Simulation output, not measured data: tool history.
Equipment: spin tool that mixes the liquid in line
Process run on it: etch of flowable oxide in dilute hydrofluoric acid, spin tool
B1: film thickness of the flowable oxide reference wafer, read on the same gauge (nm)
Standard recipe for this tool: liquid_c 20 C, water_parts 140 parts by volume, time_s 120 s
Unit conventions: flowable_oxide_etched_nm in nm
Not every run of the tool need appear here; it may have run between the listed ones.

run 1 hour=0 | liquid_c=20 water_parts=140 time_s=120 | B1=132.82 | flowable_oxide_etched_nm=22.59
run 2 hour=107.6 | liquid_c=19 water_parts=140 time_s=120 | B1=133.12 | flowable_oxide_etched_nm=21.66
run 3 hour=174.1 | liquid_c=19 water_parts=140 time_s=120 | B1=133.33 | flowable_oxide_etched_nm=21.86
run 4 hour=222.5 | liquid_c=19 water_parts=140 time_s=120 | B1=133.46 | flowable_oxide_etched_nm=21.88
run 5 hour=328 | liquid_c=20 water_parts=140 time_s=120 | B1=133.79 | flowable_oxide_etched_nm=22.46
run 6 hour=422 | liquid_c=20 water_parts=140 time_s=120 | B1=134.08 | flowable_oxide_etched_nm=22.72
-- hour=478.2 hydrofluoric acid flow meter replaced
run 7 hour=528.5 | liquid_c=20 water_parts=140 time_s=120 | B1=134.38 | flowable_oxide_etched_nm=22.91
run 8 hour=595.3 | liquid_c=20 water_parts=140 time_s=120 | B1=134.6 | flowable_oxide_etched_nm=23.1
-- hour=617 thermometer replaced
run 9 hour=689.6 | liquid_c=20 water_parts=140 time_s=120 | B1=134.84 | flowable_oxide_etched_nm=22.93
-- hour=726.5 gauge calibrated
run 10 hour=797.2 | liquid_c=20 water_parts=140 time_s=120 | B1=130.58 | flowable_oxide_etched_nm=22.22
run 11 hour=839.2 | liquid_c=22.5 water_parts=90 time_s=150 | B1=130.71 | flowable_oxide_etched_nm=51.07
run 12 hour=920.1 | liquid_c=17 water_parts=205 time_s=90 | B1=130.95 | flowable_oxide_etched_nm=9.51
run 13 hour=999.4 | liquid_c=17 water_parts=140 time_s=120 | B1=131.19 | flowable_oxide_etched_nm=19.76
run 14 hour=1044.4 | liquid_c=21.5 water_parts=120 time_s=190 | B1=131.32 | flowable_oxide_etched_nm=44.81
run 15 hour=1118 | liquid_c=20 water_parts=140 time_s=120 | B1=131.55 | flowable_oxide_etched_nm=22.44
run 16 hour=1176.6 | liquid_c=20 water_parts=195 time_s=120 | B1=131.71 | flowable_oxide_etched_nm=15.42
run 17 hour=1307.9 | liquid_c=20 water_parts=195 time_s=120 | B1=132.12 | flowable_oxide_etched_nm=15.14
run 18 hour=1354 | liquid_c=18.5 water_parts=140 time_s=95 | B1=132.25 | flowable_oxide_etched_nm=16.73
run 19 hour=1404.8 | liquid_c=17 water_parts=140 time_s=80 | B1=132.4 | flowable_oxide_etched_nm=13.27

For each run, the measured value with the value that run would have given without the tool's hidden condition subtracted. The run-to-run variation is shared by both, the gauge scatter possibly not:
The tool's hidden condition here consists of: liquid colder than its thermometer reads (K); hydrofluoric acid flow below the setpoint (%); gauge reads high (%).
run=1 flowable_oxide_etched_nm=+0.48
run=2 flowable_oxide_etched_nm=+0.51
run=3 flowable_oxide_etched_nm=+0.55
run=4 flowable_oxide_etched_nm=+0.57
run=5 flowable_oxide_etched_nm=+0.64
run=6 flowable_oxide_etched_nm=+0.7
run=7 flowable_oxide_etched_nm=+0.75
run=8 flowable_oxide_etched_nm=+0.79
run=9 flowable_oxide_etched_nm=+0.83
run=10 flowable_oxide_etched_nm=+0.1
run=11 flowable_oxide_etched_nm=+0.27
run=12 flowable_oxide_etched_nm=+0.07
run=13 flowable_oxide_etched_nm=+0.18
run=14 flowable_oxide_etched_nm=+0.45
run=15 flowable_oxide_etched_nm=+0.26
run=16 flowable_oxide_etched_nm=+0.2
run=17 flowable_oxide_etched_nm=+0.24
run=18 flowable_oxide_etched_nm=+0.28
run=19 flowable_oxide_etched_nm=+0.24
